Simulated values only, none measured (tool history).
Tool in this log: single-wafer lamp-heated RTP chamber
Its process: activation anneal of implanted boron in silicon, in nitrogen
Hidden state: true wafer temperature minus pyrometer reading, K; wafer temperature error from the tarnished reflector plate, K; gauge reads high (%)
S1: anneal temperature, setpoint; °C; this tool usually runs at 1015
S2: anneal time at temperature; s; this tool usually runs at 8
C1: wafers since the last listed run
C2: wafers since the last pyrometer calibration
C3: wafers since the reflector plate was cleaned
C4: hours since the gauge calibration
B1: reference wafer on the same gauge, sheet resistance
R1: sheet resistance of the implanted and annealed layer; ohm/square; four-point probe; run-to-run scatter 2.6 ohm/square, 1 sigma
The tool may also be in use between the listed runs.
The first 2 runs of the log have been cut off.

Run 3, hour 113.5: usual settings but S2 12 s; C1 763; C2 1853; C3 9207; C4 1775.0; B1 909.78. Result: R1 766.38 ohm/square.
Run 4, hour 180.9: usual settings but S2 12 s; C1 1056; C2 2910; C3 10263; C4 1842.4; B1 912.26. Result: R1 765.47 ohm/square.
Run 5, hour 317.8: usual settings; C1 2146; C2 5056; C3 12409; C4 1979.3; B1 911.81. Result: R1 772.86 ohm/square.
Run 6, hour 356.2: usual settings; C1 601; C2 5658; C3 13011; C4 2017.7; B1 912.66. Result: R1 773.34 ohm/square.
At hour 372.6: reflector plate cleaned.
Run 7, hour 413.8: usual settings; C1 777; C2 6435; C3 645; C4 2075.3; B1 911.92. Result: R1 771.77 ohm/square.
Run 8, hour 483.3: usual settings but S2 11 s; C1 1089; C2 7525; C3 1735; C4 2144.8; B1 914.37. Result: R1 767.64 ohm/square.
At hour 541.9: pyrometer window cleaned and pyrometer calibrated.
Run 9, hour 675.4: usual settings but S2 11 s; C1 2885; C2 2092; C3 4620; C4 2336.9; B1 916.29. Result: R1 772.20 ohm/square.
Run 10, hour 725.3: usual settings but S1 1007 °C, S2 10 s; C1 782; C2 2874; C3 5403; C4 2386.8; B1 917.29. Result: R1 779.71 ohm/square.
Run 11, hour 751.6: usual settings but S1 1007 °C, S2 10 s; C1 412; C2 3287; C3 5815; C4 2413.1; B1 917.69. Result: R1 773.39 ohm/square.
Run 12, hour 936.0: usual settings; C1 2890; C2 6177; C3 8706; C4 2597.5; B1 920.37. Result: R1 780.71 ohm/square.
Run 13, hour 998.0: usual settings; C1 971; C2 7149; C3 9677; C4 2659.5; B1 922.19. Result: R1 777.65 ohm/square.
Run 14, hour 1059.3: usual settings; C1 960; C2 8110; C3 10638; C4 2720.8; B1 922.82. Result: R1 783.09 ohm/square.
At hour 1120.4: gauge calibrated.
Run 15, hour 1128.5: usual settings but S1 1027 °C, S2 4 s; C1 1084; C2 9195; C3 11723; C4 8.1; B1 896.86. Result: R1 758.85 ohm/square.
At hour 1172.4: pyrometer window cleaned and pyrometer calibrated.
Run 16, hour 1210.0: usual settings but S1 1024 °C, S2 12 s; C1 1152; C2 589; C3 12875; C4 89.6; B1 895.90. Result: R1 753.22 ohm/square.
Run 17, hour 1260.0: usual settings but S1 1001 °C; C1 783; C2 1373; C3 13659; C4 139.6; B1 896.58. Result: R1 761.96 ohm/square.
Run 18, hour 1311.3: usual settings but S1 998 °C, S2 4 s; C1 804; C2 2177; C3 14463; C4 190.9; B1 897.21. Result: R1 764.56 ohm/square.
At hour 1350.0: reflector plate cleaned.
Run 19, hour 1359.4: usual settings but S1 1026 °C, S2 6 s; C1 628; C2 2806; C3 146; C4 239.0; B1 895.95. Result: R1 756.58 ohm/square.
Run 20, hour 1424.7: usual settings but S1 991 °C, S2 11 s; C1 1023; C2 3829; C3 1170; C4 304.3; B1 896.81. Result: R1 765.05 ohm/square.
Run 21, hour 1481.4: usual settings but S1 991 °C, S2 5 s; C1 888; C2 4718; C3 2059; C4 361.0; B1 897.36. Result: R1 766.57 ohm/square.
Run 22, hour 1547.8: usual settings but S1 1042 °C, S2 4 s; C1 1040; C2 5759; C3 3099; C4 427.4; B1 897.02. Result: R1 754.39 ohm/square.
Run 23, hour 1588.1: usual settings but S1 1044 °C, S2 11 s; C1 631; C2 6391; C3 3731; C4 467.7; B1 896.63. Result: R1 752.30 ohm/square.
At hour 1650.0: pyrometer window cleaned and pyrometer calibrated.
Run 24, hour 1659.5: usual settings but S1 1000 °C, S2 11 s; C1 993; C2 149; C3 4725; C4 539.1; B1 896.46. Result: R1 760.09 ohm/square.
Run 25, hour 1690.8: usual settings; C1 490; C2 639; C3 5216; C4 570.4; B1 895.92. Result: R1 755.56 ohm/square.
Run 26, hour 1747.3: usual settings but S1 985 °C; C1 885; C2 1525; C3 6101; C4 626.9; B1 896.85. Result: R1 765.58 ohm/square.
Run 27, hour 1777.5: usual settings but S1 1002 °C, S2 6 s; C1 473; C2 1998; C3 6575; C4 657.1; B1 897.68. Result: R1 758.40 ohm/square.

Expected results for the next run?
Run 28, hour 1817.0: usual settings but S1 1030 °C, S2 7 s; C1 619; C2 2618; C3 7194; C4 696.6; B1 ?. Result: R1 ?.

B1: 897.73
R1: 754.81 ohm/square
With no hidden state in the tool, this same run would have given R1 755.84 ohm/square.
